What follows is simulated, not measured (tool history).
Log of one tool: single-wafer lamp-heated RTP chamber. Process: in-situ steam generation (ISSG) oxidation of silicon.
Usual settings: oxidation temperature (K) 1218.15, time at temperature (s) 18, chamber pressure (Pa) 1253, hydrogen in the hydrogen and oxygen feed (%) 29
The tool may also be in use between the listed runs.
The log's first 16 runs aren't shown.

| run | hour | oxidation temperature (K) | time at temperature (s) | chamber pressure (Pa) | hydrogen in the hydrogen and oxygen feed (%) | wafers since the last listed run | wafers since the last pyrometer calibration | hours since the pressure gauge was zeroed | hours since the hydrogen flow controller was replaced | hours since the gauge calibration | read-back reference wafer on the same gauge, thickness | oxide thickness on the monitor wafer (nm) |
|---|---|---|---|---|---|---|---|---|---|---|---|---|
| 17 | 1021.6 | 1230.15 | 18 | 1253 | 29 | 332 | 1599 | 124.7 | 513.2 | 82.5 | 4.379 | 4.583 |
| 18 | 1061.7 | 1209.15 | 18 | 1080 | 32 | 514 | 2114 | 164.8 | 553.3 | 122.6 | 4.381 | 4.513 |
| 19 | 1099.2 | 1218.15 | 14 | 1253 | 29 | 481 | 2595 | 202.3 | 590.8 | 160.1 | 4.38 | 4.02 |
| 20 | 1131.2 | 1218.15 | 15 | 1360 | 29 | 410 | 3005 | 234.3 | 622.8 | 192.1 | 4.38 | 4.055 |
| 21 | 1168.4 | 1200.15 | 18 | 1253 | 29 | 477 | 3482 | 271.5 | 660 | 229.3 | 4.378 | 4.201 |
| 22 | 1255.3 | 1218.15 | 18 | 1360 | 29 | 1114 | 4597 | 358.4 | 746.9 | 316.2 | 4.381 | 4.34 |
| 23 | 1324.1 | 1223.15 | 23 | 1360 | 32 | 882 | 5480 | 427.2 | 815.7 | 385 | 4.378 | 4.946 |
| 24 | 1364.1 | 1218.15 | 18 | 1253 | 29 | 513 | 5993 | 467.2 | 855.7 | 425 | 4.382 | 4.387 |
| 25 | 1402.4 | 1218.15 | 11 | 1253 | 29 | 491 | 6484 | 505.5 | 894 | 463.3 | 4.378 | 3.683 |
| 26 | 1433.7 | 1218.15 | 18 | 1253 | 32 | 401 | 6886 | 536.8 | 925.3 | 494.6 | 4.379 | 4.536 |
| 27 | 1460.6 | 1218.15 | 18 | 1067 | 29 | 345 | 7231 | 563.7 | 952.2 | 521.5 | 4.38 | 4.498 |
|  | 1503.4 | pyrometer window cleaned and pyrometer calibrated |
| 28 | 1506.6 | 1218.15 | 18 | 1253 | 29 | 487 | 40 | 609.7 | 998.2 | 567.5 | 4.378 | 4.406 |
| 29 | 1559 | 1218.15 | 15 | 1200 | 29 | 672 | 713 | 662.1 | 1050.6 | 619.9 | 4.384 | 4.147 |
| 30 | 1596 | 1218.15 | 18 | 1253 | 29 | 474 | 1187 | 699.1 | 1087.6 | 656.9 | 4.379 | 4.409 |
| 31 | 1628.9 | 1218.15 | 18 | 1253 | 29 | 422 | 1609 | 732 | 1120.5 | 689.8 | 4.383 | 4.412 |

4 ways to go on from here, each from the tool as it stands after run 31. What would each give?
| A | 1629.3 | 1218.15 | 23 | 1253 | 29 | 5 | 1614 | 732.4 | 1120.9 | 690.2 | ? | ? |
| B | 1629.3 | 1199.15 | 21 | 1253 | 32 | 5 | 1614 | 732.4 | 1120.9 | 690.2 | ? | ? |
| C | 1629.3 | 1211.15 | 14 | 1360 | 32 | 5 | 1614 | 732.4 | 1120.9 | 690.2 | ? | ? |
| D | 1629.3 | 1203.15 | 18 | 1253 | 22 | 5 | 1614 | 732.4 | 1120.9 | 690.2 | ? | ? |

| run | read-back reference wafer on the same gauge, thickness | oxide thickness on the monitor wafer (nm) |
|---|---|---|
| A | 4.383 | 4.876 |
| B | 4.383 | 4.557 |
| C | 4.383 | 3.976 |
| D | 4.383 | 3.991 |
Without the tool's hidden state the same runs would have given:
| run | oxide thickness on the monitor wafer (nm) |
|---|---|
| A | 4.876 |
| B | 4.557 |
| C | 3.976 |
| D | 3.991 |
